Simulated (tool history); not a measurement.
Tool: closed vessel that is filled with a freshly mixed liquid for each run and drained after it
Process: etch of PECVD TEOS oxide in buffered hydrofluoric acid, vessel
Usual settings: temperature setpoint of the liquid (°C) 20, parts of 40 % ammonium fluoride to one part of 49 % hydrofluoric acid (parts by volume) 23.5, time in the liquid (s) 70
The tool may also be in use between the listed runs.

run,hour,temperature setpoint of the liquid (°C),parts of 40 % ammonium fluoride to one part of 49 % hydrofluoric acid (parts by volume),time in the liquid (s),"read-back film thickness of the PECVD TEOS oxide reference wafer, read on the same gauge (nm)",thickness taken off the PECVD TEOS oxide on a monitor wafer (nm)
1,0,20,23.5,70,119.16,44.02
2,50.1,20,23.5,70,119.05,44.24
3,95.2,20,23.5,70,118.92,43.77
4,142.1,20,28.5,70,118.92,38.55
5,209.1,20,28.5,70,118.74,38.72
6,235.5,20,28.5,70,118.67,38.86
7,289.4,20,23.5,55,118.56,34.83
8,318.4,20,23.5,55,118.5,34.43
9,384.3,20,29,95,118.36,51.45
10,425.7,20,29,95,118.29,51.39
11,490.8,20,29,95,118.1,51.4
12,561,18,23.5,70,117.87,39.14
13,608,17.5,23.5,70,117.8,37.85
# hour 702.2: hydrofluoric acid flow meter replaced
14,710.3,25,29.5,50,117.46,35.38
15,774.1,17,20,40,117.27,23.55
16,810.6,20,28.5,70,117.17,38.1
17,836.6,20,23.5,70,117.11,43.4
# hour 881: thermometer replaced
18,899,17.5,20,70,116.89,42.21
19,970,18,30,105,116.64,49.14
20,1037.2,17.5,20,70,116.43,42.41
21,1083.1,20,23.5,70,116.32,43.34
22,1125.2,20,23.5,70,116.18,42.75
# hour 1170.9: gauge calibrated
23,1180.1,24.5,23.5,70,119.74,56.55
24,1219.1,21.5,23.5,105,119.75,72.46
25,1278.4,20,15,70,119.8,66.33
26,1316.4,24.5,26,70,119.76,52.73
27,1356.6,22,15,40,119.74,41.97
28,1407.8,21.5,16,50,119.76,48.22
29,1590.7,17,19.5,35,119.64,21.28
30,1651.1,22.5,30,85,119.62,52.18
31,1717.7,22.5,23.5,30,119.58,22
32,1759.9,20,28.5,70,119.49,39.03

Some steps in thickness taken off the PECVD TEOS oxide on a monitor wafer (nm) between neighbouring runs. How much of each would the tool show without its hidden state too (settings, what came in, random variation), and how much is left for the hidden state, with any gauge scatter that isn't in both results?
The hidden state here: liquid colder than its thermometer reads (K); hydrofluoric acid flow below the setpoint (%); gauge reads high (%).
Run 8 -> 9: parts of 40 % ammonium fluoride to one part of 49 % hydrofluoric acid (parts by volume) 23.5 -> 29, time in the liquid (s) 55 -> 95. thickness taken off the PECVD TEOS oxide on a monitor wafer (nm) +17.02: hidden state -0.28, all else +17.3.
Run 15 -> 16: temperature setpoint of the liquid (°C) 17 -> 20, parts of 40 % ammonium fluoride to one part of 49 % hydrofluoric acid (parts by volume) 20 -> 28.5, time in the liquid (s) 40 -> 70. thickness taken off the PECVD TEOS oxide on a monitor wafer (nm) +14.55: hidden state -0.37, all else +14.92.
Run 22 -> 23: temperature setpoint of the liquid (°C) 20 -> 24.5, gauge calibrated. thickness taken off the PECVD TEOS oxide on a monitor wafer (nm) +13.8: hidden state +1.3, all else +12.5.
Run 28 -> 29: temperature setpoint of the liquid (°C) 21.5 -> 17, parts of 40 % ammonium fluoride to one part of 49 % hydrofluoric acid (parts by volume) 16 -> 19.5, time in the liquid (s) 50 -> 35. thickness taken off the PECVD TEOS oxide on a monitor wafer (nm) -26.94: hidden state +0.05, all else -26.99.
Run 29 -> 30: temperature setpoint of the liquid (°C) 17 -> 22.5, parts of 40 % ammonium fluoride to one part of 49 % hydrofluoric acid (parts by volume) 19.5 -> 30, time in the liquid (s) 35 -> 85. thickness taken off the PECVD TEOS oxide on a monitor wafer (nm) +30.9: hidden state -0.11, all else +31.01.
Run 30 -> 31: parts of 40 % ammonium fluoride to one part of 49 % hydrofluoric acid (parts by volume) 30 -> 23.5, time in the liquid (s) 85 -> 30. thickness taken off the PECVD TEOS oxide on a monitor wafer (nm) -30.18: hidden state +0.1, all else -30.28.

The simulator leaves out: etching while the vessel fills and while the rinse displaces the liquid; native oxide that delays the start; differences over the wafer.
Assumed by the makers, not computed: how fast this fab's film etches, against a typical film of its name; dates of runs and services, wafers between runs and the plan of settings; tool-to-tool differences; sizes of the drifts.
